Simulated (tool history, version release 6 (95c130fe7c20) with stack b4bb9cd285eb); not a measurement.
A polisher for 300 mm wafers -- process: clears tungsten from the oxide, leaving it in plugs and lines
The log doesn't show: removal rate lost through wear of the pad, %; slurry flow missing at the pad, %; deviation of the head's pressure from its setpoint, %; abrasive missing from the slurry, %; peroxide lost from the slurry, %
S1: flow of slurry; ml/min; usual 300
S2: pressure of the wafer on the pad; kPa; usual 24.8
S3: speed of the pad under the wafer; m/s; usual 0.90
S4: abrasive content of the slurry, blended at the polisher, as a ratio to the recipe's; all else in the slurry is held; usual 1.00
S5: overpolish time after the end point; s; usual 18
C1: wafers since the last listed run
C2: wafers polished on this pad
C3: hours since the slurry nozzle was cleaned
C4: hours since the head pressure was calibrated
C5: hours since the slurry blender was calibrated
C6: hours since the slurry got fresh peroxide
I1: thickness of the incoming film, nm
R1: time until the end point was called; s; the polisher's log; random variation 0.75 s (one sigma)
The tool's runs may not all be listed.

run   hour   S1    S2    S3    S4  S5   C1    C2     C3     C4     C5     C6     I1     R1
  1    0.0  300  24.8  0.90  1.00  18    0   264  581.0  489.2  162.0   12.5  316.2   89.5
  2   16.9  300  24.8  0.90  1.00  18   92   357  597.9  506.1  178.9   29.4  313.2   87.6
  3   25.6  300  24.8  0.90  1.00  18   47   404  606.6  514.8  187.6   38.1  318.7   89.0
  4   33.3  300  24.8  0.90  1.00  18   42   446  614.3  522.5  195.3   45.8  318.7   90.3
  5   49.8  300  24.8  0.90  1.00  18   90   537  630.8  539.0  211.8   62.3  317.0   89.8
  6   67.5  300  24.8  0.90  1.00  18   96   633  648.5  556.7  229.5   80.0  315.3   90.8
  7   83.6  300  24.8  0.90  1.00  18   87   721  664.6  572.8  245.6   96.1  319.7   91.8
  8   96.8  300  24.8  0.90  1.00  18   72   793  677.8  586.0  258.8  109.3  315.6   89.8
     101.1  -- slurry tank refilled with fresh slurry and peroxide
     104.3  -- head pressure recalibrated
  9  104.8  225  24.8  0.90  1.00  18   27   821  685.8    0.5  266.8    3.7  311.6   94.5
 10  112.5  350  24.8  0.62  0.80  27   42   863  693.5    8.2  274.5   11.4  311.5  129.9
 11  125.9  390  28.3  0.90  1.00  18   73   936  706.9   21.6  287.9   24.8  317.6   78.2
 12  142.5  300  24.8  0.90  1.00  18   90  1026  723.5   38.2  304.5   41.4  314.2   90.5
     147.6  -- worn pad replaced by a new one
 13  151.9  300  24.8  0.90  0.85  18   29    23  732.9   47.6  313.9   50.8  317.9   93.4
     162.1  -- slurry nozzle cleaned
 14  164.7  385  18.6  1.18  0.90  18   64    87    2.6   60.4  326.7   63.6  312.0   79.3
 15  180.0  405  24.8  0.90  1.00  18   83   171   17.9   75.7  342.0   78.9  312.6   80.0
 16  191.1  300  24.8  0.90  1.00  18   60   232   29.0   86.8  353.1   90.0  315.9   84.1
 17  200.2  300  24.8  0.90  1.00  18   49   281   38.1   95.9  362.2   99.1  312.0   83.8
     217.8  -- slurry tank refilled with fresh slurry and peroxide
 18  218.3  300  24.8  0.90  1.00  18   93   375   56.2  114.0  380.3    0.5  313.0   84.5
 19  229.5  300  24.8  0.90  1.00  18   61   436   67.4  125.2  391.5   11.7  315.7   83.8
 20  236.4  300  24.8  0.90  1.00   8   37   474   74.3  132.1  398.4   18.6  318.1   85.0
     241.6  -- slurry blender recalibrated
 21  252.2  335  24.8  0.90  1.00  23   75   549   90.1  147.9   10.6   34.4  312.6   82.8
 22  258.7  300  24.8  0.90  1.10  18   35   585   96.6  154.4   17.1   40.9  315.3   83.7
 23  297.6  300  27.6  1.08  0.85  12  212   797  135.5  193.3   56.0   79.8  313.8   66.1
 24  310.2  300  31.7  0.74  1.00  18   68   866  148.1  205.9   68.6   92.4  317.4   85.5
 25  316.8  300  24.8  0.90  1.00  18   36   902  154.7  212.5   75.2   99.0  315.6   85.4
 26  326.6  300  32.4  0.90  1.00   9   53   955  164.5  222.3   85.0  108.8  316.8   68.0
 27  333.8  300  24.8  0.90  1.00  18   39   995  171.7  229.5   92.2  116.0  315.4   84.4
     342.5  -- slurry tank refilled with fresh slurry and peroxide
 28  351.2  300  24.8  0.58  1.00  18   89  1084  189.1  246.9  109.6    8.7  313.6  130.0

Branching from run 28: 3 alternative next runs. What would each branch give?
  A  351.7  300  24.8  0.90  1.00  18   2  1087  189.6  247.4  110.1  9.2  315.2   ?
  B  351.7  300  24.8  1.04  1.00  23   2  1087  189.6  247.4  110.1  9.2  315.2   ?
  C  351.7  300  22.1  0.90  1.00  24   2  1087  189.6  247.4  110.1  9.2  315.2   ?

run    R1
  A  84.1
  B  72.8
  C  92.3
Take away the tool's hidden state, keep each run's random variation, and the runs would have read:
run    R1
  A  83.1
  B  71.9
  C  91.2

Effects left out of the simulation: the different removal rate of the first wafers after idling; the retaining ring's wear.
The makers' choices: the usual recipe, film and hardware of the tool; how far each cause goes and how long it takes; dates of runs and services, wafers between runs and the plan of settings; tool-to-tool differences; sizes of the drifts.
